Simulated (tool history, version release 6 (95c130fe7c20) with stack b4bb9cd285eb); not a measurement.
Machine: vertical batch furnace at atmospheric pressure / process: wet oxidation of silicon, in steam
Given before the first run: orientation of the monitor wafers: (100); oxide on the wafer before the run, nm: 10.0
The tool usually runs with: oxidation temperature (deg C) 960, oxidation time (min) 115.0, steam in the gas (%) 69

run	hour	oxidation temperature (deg C)	oxidation time (min)	steam in the gas (%)	wafers since the last listed run	hours since the last temperature calibration	hours since the steam generator was serviced	hours since the gauge calibration	read-back reference wafer on the same gauge, thickness	oxide thickness on the monitor wafer (angstrom)
1	0.0	973	154.0	69	0	1338.0	1078.2	181.9	402.71	5740.3
2	53.8	973	154.0	69	519	1391.8	1132.0	235.7	403.04	5720.2
3	125.5	945	115.0	69	691	1463.5	1203.7	307.4	403.06	3703.4
4	318.9	945	115.0	69	1865	1656.9	1397.1	500.8	402.83	3711.2
5	374.0	960	115.0	69	531	1712.0	1452.2	555.9	402.61	4222.6
6	422.7	960	115.0	69	469	1760.7	1500.9	604.6	402.92	4245.5
7	482.3	960	115.0	69	574	1820.3	1560.5	664.2	402.83	4240.2
# hour 492.5: gauge calibrated
# hour 533.8: steam generator serviced
8	534.3	960	83.0	69	270	1872.3	0.5	41.8	403.00	3329.4
9	570.4	960	83.0	69	348	1908.4	36.6	77.9	402.95	3330.3
10	622.7	960	83.0	69	504	1960.7	88.9	130.2	402.86	3337.6
11	684.2	960	115.0	69	593	2022.2	150.4	191.7	402.81	4222.2
12	741.8	960	115.0	69	555	2079.8	208.0	249.3	403.38	4235.5
13	812.9	985	140.0	69	685	2150.9	279.1	320.4	403.14	5842.4
# hour 886.3: thermocouples replaced and temperature profile calibrated
14	886.8	960	160.5	63	481	0.5	353.0	394.3	402.92	5118.4
15	920.1	960	115.0	69	321	33.8	386.3	427.6	402.92	4332.7
16	981.0	984	115.0	60	587	94.7	447.2	488.5	402.63	4703.6
17	1012.9	970	115.0	77	307	126.6	479.1	520.4	402.63	5075.5
# hour 1049.5: thermocouples replaced and temperature profile calibrated, repeated, since the last time left the tool worse
18	1067.1	935	168.5	64	291	17.6	533.3	574.6	403.11	4195.1
19	1096.2	960	84.5	79	280	46.7	562.4	603.7	402.95	3653.5
# hour 1148.8: gauge calibrated
20	1151.3	946	78.0	61	531	101.8	617.5	2.5	402.81	2491.2
21	1205.5	960	115.0	69	522	156.0	671.7	56.7	403.04	4159.9
22	1274.3	978	74.5	78	663	224.8	740.5	125.5	403.44	3841.9

For some of the steps in oxide thickness on the monitor wafer (angstrom) from one run to the next: how much would appear even if the tool had no hidden state, given the settings, what came in and random variation, and how much remains for the hidden state plus any gauge scatter that the measured result and the result without hidden state don't share?
Hidden conditions of the tool in this case: true tube temperature minus thermocouple reading, K; steam share off its setpoint, % of the setpoint; gauge reads high (%).
Run 2 -> 3: oxidation temperature (deg C) 973 -> 945, oxidation time (min) 154.0 -> 115.0. oxide thickness on the monitor wafer (angstrom) -2016.8: hidden state -21.6, all else -1995.2.
Run 13 -> 14: oxidation temperature (deg C) 985 -> 960, oxidation time (min) 140.0 -> 160.5, steam in the gas (%) 69 -> 63, thermocouples replaced and temperature profile calibrated. oxide thickness on the monitor wafer (angstrom) -724.0: hidden state +103.5, all else -827.5.
Run 17 -> 18: oxidation temperature (deg C) 970 -> 935, oxidation time (min) 115.0 -> 168.5, steam in the gas (%) 77 -> 64, thermocouples replaced and temperature profile calibrated, repeated, since the last time left the tool worse. oxide thickness on the monitor wafer (angstrom) -880.4: hidden state -225.1, all else -655.3.
Run 20 -> 21: oxidation temperature (deg C) 946 -> 960, oxidation time (min) 78.0 -> 115.0, steam in the gas (%) 61 -> 69. oxide thickness on the monitor wafer (angstrom) +1668.7: hidden state +15.1, all else +1653.6.
